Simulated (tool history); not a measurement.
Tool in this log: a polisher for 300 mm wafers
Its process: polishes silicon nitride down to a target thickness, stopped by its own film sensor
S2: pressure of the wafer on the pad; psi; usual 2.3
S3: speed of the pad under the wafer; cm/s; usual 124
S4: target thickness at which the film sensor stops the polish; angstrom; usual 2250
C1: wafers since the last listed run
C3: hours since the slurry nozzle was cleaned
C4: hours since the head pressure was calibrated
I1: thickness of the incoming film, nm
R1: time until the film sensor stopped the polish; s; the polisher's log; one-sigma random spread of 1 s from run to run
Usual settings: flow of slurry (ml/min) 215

{"run": 1, "hour": 0.0, "flow of slurry (ml/min)": 215, "S2": 2.3, "S3": 124, "S4": 2250, "C1": 0, "wafers polished on this pad": 2374, "C3": 762.2, "C4": 525.6, "I1": 331.2, "R1": 92.2}
{"hour": 51.3, "done": "slurry nozzle cleaned"}
{"run": 2, "hour": 57.4, "flow of slurry (ml/min)": 215, "S2": 2.3, "S3": 124, "S4": 2250, "C1": 449, "wafers polished on this pad": 2824, "C3": 6.1, "C4": 583.0, "I1": 334.6, "R1": 97.6}
{"hour": 94.7, "done": "worn pad replaced by a new one"}
{"run": 3, "hour": 126.9, "flow of slurry (ml/min)": 215, "S2": 2.3, "S3": 124, "S4": 2250, "C1": 522, "wafers polished on this pad": 257, "C3": 75.6, "C4": 652.5, "I1": 326.8, "R1": 81.7}
{"run": 4, "hour": 180.4, "flow of slurry (ml/min)": 215, "S2": 2.3, "S3": 124, "S4": 2250, "C1": 426, "wafers polished on this pad": 683, "C3": 129.1, "C4": 706.0, "I1": 331.8, "R1": 87.0}
{"run": 5, "hour": 245.6, "flow of slurry (ml/min)": 215, "S2": 2.3, "S3": 124, "S4": 2250, "C1": 519, "wafers polished on this pad": 1203, "C3": 194.3, "C4": 771.2, "I1": 326.5, "R1": 86.8}
{"run": 6, "hour": 345.2, "flow of slurry (ml/min)": 215, "S2": 2.3, "S3": 124, "S4": 2250, "C1": 794, "wafers polished on this pad": 1997, "C3": 293.9, "C4": 870.8, "I1": 330.9, "R1": 94.0}
{"run": 7, "hour": 432.0, "flow of slurry (ml/min)": 215, "S2": 2.3, "S3": 124, "S4": 2250, "C1": 692, "wafers polished on this pad": 2690, "C3": 380.7, "C4": 957.6, "I1": 328.9, "R1": 91.2}
{"hour": 438.4, "done": "head pressure recalibrated"}
{"run": 8, "hour": 489.6, "flow of slurry (ml/min)": 215, "S2": 2.3, "S3": 124, "S4": 2250, "C1": 443, "wafers polished on this pad": 3133, "C3": 438.3, "C4": 51.2, "I1": 333.9, "R1": 96.3}
{"hour": 547.6, "done": "worn pad replaced by a new one"}
{"run": 9, "hour": 592.0, "flow of slurry (ml/min)": 215, "S2": 2.3, "S3": 124, "S4": 2380, "C1": 784, "wafers polished on this pad": 354, "C3": 540.7, "C4": 153.6, "I1": 323.5, "R1": 69.6}
{"run": 10, "hour": 687.8, "flow of slurry (ml/min)": 215, "S2": 2.3, "S3": 124, "S4": 2380, "C1": 763, "wafers polished on this pad": 1118, "C3": 636.5, "C4": 249.4, "I1": 331.1, "R1": 78.4}
{"run": 11, "hour": 769.0, "flow of slurry (ml/min)": 215, "S2": 2.3, "S3": 124, "S4": 2380, "C1": 647, "wafers polished on this pad": 1765, "C3": 717.7, "C4": 330.6, "I1": 324.1, "R1": 74.2}
{"hour": 773.2, "done": "slurry nozzle cleaned"}
{"run": 12, "hour": 820.0, "flow of slurry (ml/min)": 215, "S2": 2.3, "S3": 124, "S4": 2010, "C1": 398, "wafers polished on this pad": 2164, "C3": 46.8, "C4": 381.6, "I1": 331.0, "R1": 114.7}
{"run": 13, "hour": 869.5, "flow of slurry (ml/min)": 215, "S2": 2.3, "S3": 124, "S4": 2010, "C1": 394, "wafers polished on this pad": 2559, "C3": 96.3, "C4": 431.1, "I1": 331.1, "R1": 114.7}
{"hour": 903.6, "done": "worn pad replaced by a new one"}
{"run": 14, "hour": 949.8, "flow of slurry (ml/min)": 215, "S2": 2.3, "S3": 124, "S4": 2250, "C1": 608, "wafers polished on this pad": 368, "C3": 176.6, "C4": 511.4, "I1": 327.1, "R1": 79.7}
{"run": 15, "hour": 1150.9, "flow of slurry (ml/min)": 215, "S2": 2.3, "S3": 124, "S4": 2250, "C1": 1603, "wafers polished on this pad": 1971, "C3": 377.7, "C4": 712.5, "I1": 333.7, "R1": 94.7}
{"run": 16, "hour": 1212.6, "flow of slurry (ml/min)": 215, "S2": 2.3, "S3": 124, "S4": 2080, "C1": 492, "wafers polished on this pad": 2463, "C3": 439.4, "C4": 774.2, "I1": 327.7, "R1": 105.4}
{"run": 17, "hour": 1277.4, "flow of slurry (ml/min)": 215, "S2": 1.8, "S3": 124, "S4": 2250, "C1": 516, "wafers polished on this pad": 2980, "C3": 504.2, "C4": 839.0, "I1": 330.1, "R1": 113.1}
{"hour": 1343.3, "done": "worn pad replaced by a new one"}
{"hour": 1557.8, "done": "head pressure recalibrated"}
{"run": 18, "hour": 1577.8, "flow of slurry (ml/min)": 165, "S2": 2.3, "S3": 150, "S4": 2600, "C1": 2347, "wafers polished on this pad": 1853, "C3": 804.6, "C4": 20.0, "I1": 324.4, "R1": 51.1}
{"hour": 1618.6, "done": "slurry nozzle cleaned"}
{"run": 19, "hour": 1627.5, "flow of slurry (ml/min)": 285, "S2": 2.0, "S3": 154, "S4": 2050, "C1": 388, "wafers polished on this pad": 2242, "C3": 8.9, "C4": 69.7, "I1": 330.8, "R1": 103.4}
{"run": 20, "hour": 1684.7, "flow of slurry (ml/min)": 155, "S2": 1.9, "S3": 106, "S4": 2520, "C1": 456, "wafers polished on this pad": 2698, "C3": 66.1, "C4": 126.9, "I1": 327.2, "R1": 88.7}
{"run": 21, "hour": 1749.3, "flow of slurry (ml/min)": 175, "S2": 2.8, "S3": 110, "S4": 2250, "C1": 515, "wafers polished on this pad": 3213, "C3": 130.7, "C4": 191.5, "I1": 328.0, "R1": 84.2}
{"hour": 1758.2, "done": "worn pad replaced by a new one"}
{"run": 22, "hour": 1792.9, "flow of slurry (ml/min)": 285, "S2": 2.3, "S3": 124, "S4": 2530, "C1": 315, "wafers polished on this pad": 276, "C3": 174.3, "C4": 235.1, "I1": 327.8, "R1": 58.4}
{"run": 23, "hour": 1854.7, "flow of slurry (ml/min)": 155, "S2": 2.3, "S3": 124, "S4": 2250, "C1": 492, "wafers polished on this pad": 769, "C3": 236.1, "C4": 296.9, "I1": 331.1, "R1": 92.4}
{"run": 24, "hour": 1898.4, "flow of slurry (ml/min)": 155, "S2": 1.5, "S3": 146, "S4": 2010, "C1": 348, "wafers polished on this pad": 1118, "C3": 279.8, "C4": 340.6, "I1": 330.6, "R1": 145.3}
{"run": 25, "hour": 1960.1, "flow of slurry (ml/min)": 215, "S2": 2.3, "S3": 124, "S4": 2250, "C1": 492, "wafers polished on this pad": 1610, "C3": 341.5, "C4": 402.3, "I1": 334.2, "R1": 90.6}
{"run": 26, "hour": 2015.1, "flow of slurry (ml/min)": 215, "S2": 2.3, "S3": 124, "S4": 2250, "C1": 438, "wafers polished on this pad": 2048, "C3": 396.5, "C4": 457.3, "I1": 324.8, "R1": 87.9}
{"run": 27, "hour": 2082.5, "flow of slurry (ml/min)": 250, "S2": 2.0, "S3": 124, "S4": 2250, "C1": 537, "wafers polished on this pad": 2586, "C3": 463.9, "C4": 524.7, "I1": 331.7, "R1": 103.1}

4 options for the next run, each taken on its own from the tool as it stands now. Forecast them:
{"run": "A", "hour": 2082.9, "flow of slurry (ml/min)": 215, "S2": 3.0, "S3": 124, "S4": 2250, "C1": 3, "wafers polished on this pad": 2589, "C3": 464.3, "C4": 525.1, "I1": 335.9, "R1": "?"}
{"run": "B", "hour": 2082.9, "flow of slurry (ml/min)": 235, "S2": 2.3, "S3": 106, "S4": 2250, "C1": 3, "wafers polished on this pad": 2589, "C3": 464.3, "C4": 525.1, "I1": 335.9, "R1": "?"}
{"run": "C", "hour": 2082.9, "flow of slurry (ml/min)": 215, "S2": 3.1, "S3": 124, "S4": 2250, "C1": 3, "wafers polished on this pad": 2589, "C3": 464.3, "C4": 525.1, "I1": 335.9, "R1": "?"}
{"run": "D", "hour": 2082.9, "flow of slurry (ml/min)": 215, "S2": 3.1, "S3": 124, "S4": 2520, "C1": 3, "wafers polished on this pad": 2589, "C3": 464.3, "C4": 525.1, "I1": 335.9, "R1": "?"}

run=A R1=78.0
run=B R1=105.4
run=C R1=75.9
run=D R1=57.4
Without the tool's hidden state the same runs would have given:
run=A R1=68.5
run=B R1=92.5
run=C R1=66.6
run=D R1=50.4

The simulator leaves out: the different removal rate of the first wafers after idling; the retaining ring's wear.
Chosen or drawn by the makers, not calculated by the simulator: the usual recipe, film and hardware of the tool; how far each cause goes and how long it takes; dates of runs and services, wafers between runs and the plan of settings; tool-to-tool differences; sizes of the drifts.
